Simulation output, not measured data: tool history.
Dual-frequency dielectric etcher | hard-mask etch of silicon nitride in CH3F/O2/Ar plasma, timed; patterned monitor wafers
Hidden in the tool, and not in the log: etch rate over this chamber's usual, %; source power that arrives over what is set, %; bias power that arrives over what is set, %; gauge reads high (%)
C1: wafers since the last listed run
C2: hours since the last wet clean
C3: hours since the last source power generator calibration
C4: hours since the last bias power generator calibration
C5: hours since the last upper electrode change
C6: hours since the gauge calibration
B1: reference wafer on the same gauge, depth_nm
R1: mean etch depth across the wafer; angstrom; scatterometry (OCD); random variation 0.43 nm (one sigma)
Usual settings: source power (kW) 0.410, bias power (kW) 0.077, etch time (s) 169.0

Run 1, hour 0.0: usual settings but source power (kW) 0.380, bias power (kW) 0.065; C1 0; C2 217.4; C3 1498.1; C4 2709.5; C5 5027.5; C6 134.6; B1 117.9. Result: R1 1136 angstrom.
Run 2, hour 34.9: usual settings but source power (kW) 0.380, bias power (kW) 0.065; C1 253; C2 252.3; C3 1533.0; C4 2744.4; C5 5062.4; C6 169.5; B1 118.1. Result: R1 1149 angstrom.
Run 3, hour 60.3: usual settings; C1 184; C2 277.7; C3 1558.4; C4 2769.8; C5 5087.8; C6 194.9; B1 118.0. Result: R1 1297 angstrom.
Run 4, hour 93.3: usual settings but source power (kW) 0.340; C1 239; C2 310.7; C3 1591.4; C4 2802.8; C5 5120.8; C6 227.9; B1 117.9. Result: R1 1198 angstrom.
At hour 134.5: wet clean of the chamber.
Run 5, hour 135.0: usual settings but source power (kW) 0.340; C1 128; C2 0.5; C3 1633.1; C4 2844.5; C5 5162.5; C6 269.6; B1 118.0. Result: R1 1139 angstrom.
Run 6, hour 135.4: usual settings but source power (kW) 0.340; C1 2; C2 0.9; C3 1633.5; C4 2844.9; C5 5162.9; C6 270.0; B1 118.1. Result: R1 1148 angstrom.
Run 7, hour 159.5: usual settings but etch time (s) 185.5; C1 175; C2 25.0; C3 1657.6; C4 2869.0; C5 5187.0; C6 294.1; B1 118.2. Result: R1 1361 angstrom.
Run 8, hour 173.1: usual settings; C1 98; C2 38.6; C3 1671.2; C4 2882.6; C5 5200.6; C6 307.7; B1 118.0. Result: R1 1244 angstrom.
Run 9, hour 202.4: usual settings; C1 212; C2 67.9; C3 1700.5; C4 2911.9; C5 5229.9; C6 337.0; B1 118.0. Result: R1 1257 angstrom.
Run 10, hour 237.0: usual settings; C1 251; C2 102.5; C3 1735.1; C4 2946.5; C5 5264.5; C6 371.6; B1 118.1. Result: R1 1248 angstrom.
At hour 253.5: source power generator calibrated.
Run 11, hour 291.4: usual settings; C1 366; C2 156.9; C3 37.9; C4 3000.9; C5 5318.9; C6 426.0; B1 118.0. Result: R1 1260 angstrom.
Run 12, hour 309.3: usual settings; C1 130; C2 174.8; C3 55.8; C4 3018.8; C5 5336.8; C6 443.9; B1 118.0. Result: R1 1258 angstrom.
Run 13, hour 324.2: usual settings but bias power (kW) 0.088, etch time (s) 196.5; C1 108; C2 189.7; C3 70.7; C4 3033.7; C5 5351.7; C6 458.8; B1 117.9. Result: R1 1563 angstrom.
Run 14, hour 375.0: usual settings but source power (kW) 0.380, bias power (kW) 0.065; C1 369; C2 240.5; C3 121.5; C4 3084.5; C5 5402.5; C6 509.6; B1 118.0. Result: R1 1135 angstrom.
At hour 377.3: gauge calibrated.
At hour 442.2: upper electrode replaced.
Run 15, hour 442.7: usual settings but source power (kW) 0.500, bias power (kW) 0.096; C1 317; C2 308.2; C3 189.2; C4 3152.2; C5 0.5; C6 65.4; B1 117.9. Result: R1 1545 angstrom.
At hour 480.4: wet clean of the chamber.
Run 16, hour 480.9: usual settings but source power (kW) 0.340, etch time (s) 136.5; C1 103; C2 0.5; C3 227.4; C4 3190.4; C5 38.7; C6 103.6; B1 118.1. Result: R1 927 angstrom.
Run 17, hour 481.2: usual settings but bias power (kW) 0.094, etch time (s) 145.0; C1 2; C2 0.8; C3 227.7; C4 3190.7; C5 39.0; C6 103.9; B1 118.1. Result: R1 1169 angstrom.
Run 18, hour 496.5: usual settings; C1 111; C2 16.1; C3 243.0; C4 3206.0; C5 54.3; C6 119.2; B1 118.1. Result: R1 1240 angstrom.
Run 19, hour 514.8: usual settings; C1 132; C2 34.4; C3 261.3; C4 3224.3; C5 72.6; C6 137.5; B1 117.9. Result: R1 1243 angstrom.
Run 20, hour 527.8: usual settings but etch time (s) 198.0; C1 94; C2 47.4; C3 274.3; C4 3237.3; C5 85.6; C6 150.5; B1 118.0. Result: R1 1455 angstrom.
At hour 535.0: bias power generator calibrated.
Run 21, hour 628.1: usual settings but bias power (kW) 0.070; C1 699; C2 147.7; C3 374.6; C4 93.1; C5 185.9; C6 250.8; B1 118.0. Result: R1 1200 angstrom.
Run 22, hour 645.2: usual settings; C1 124; C2 164.8; C3 391.7; C4 110.2; C5 203.0; C6 267.9; B1 118.0. Result: R1 1263 angstrom.
Run 23, hour 658.7: usual settings; C1 98; C2 178.3; C3 405.2; C4 123.7; C5 216.5; C6 281.4; B1 118.0. Result: R1 1259 angstrom.
Run 24, hour 688.9: usual settings but source power (kW) 0.490, etch time (s) 187.0; C1 219; C2 208.5; C3 435.4; C4 153.9; C5 246.7; C6 311.6; B1 117.9. Result: R1 1502 angstrom.

3 ways to go on from here, each from the tool as it stands after run 24. What would each give?
Run A, hour 689.4: usual settings; C1 3; C2 209.0; C3 435.9; C4 154.4; C5 247.2; C6 312.1; B1 ?. Result: R1 ?.
Run B, hour 689.4: usual settings but bias power (kW) 0.090, etch time (s) 193.5; C1 3; C2 209.0; C3 435.9; C4 154.4; C5 247.2; C6 312.1; B1 ?. Result: R1 ?.
Run C, hour 689.4: usual settings but etch time (s) 147.5; C1 3; C2 209.0; C3 435.9; C4 154.4; C5 247.2; C6 312.1; B1 ?. Result: R1 ?.

run     B1    R1
  A  118.0  1268
  B  118.0  1569
  C  118.0  1106
Without the tool's hidden state the same runs would have given:
run    R1
  A  1242
  B  1537
  C  1084

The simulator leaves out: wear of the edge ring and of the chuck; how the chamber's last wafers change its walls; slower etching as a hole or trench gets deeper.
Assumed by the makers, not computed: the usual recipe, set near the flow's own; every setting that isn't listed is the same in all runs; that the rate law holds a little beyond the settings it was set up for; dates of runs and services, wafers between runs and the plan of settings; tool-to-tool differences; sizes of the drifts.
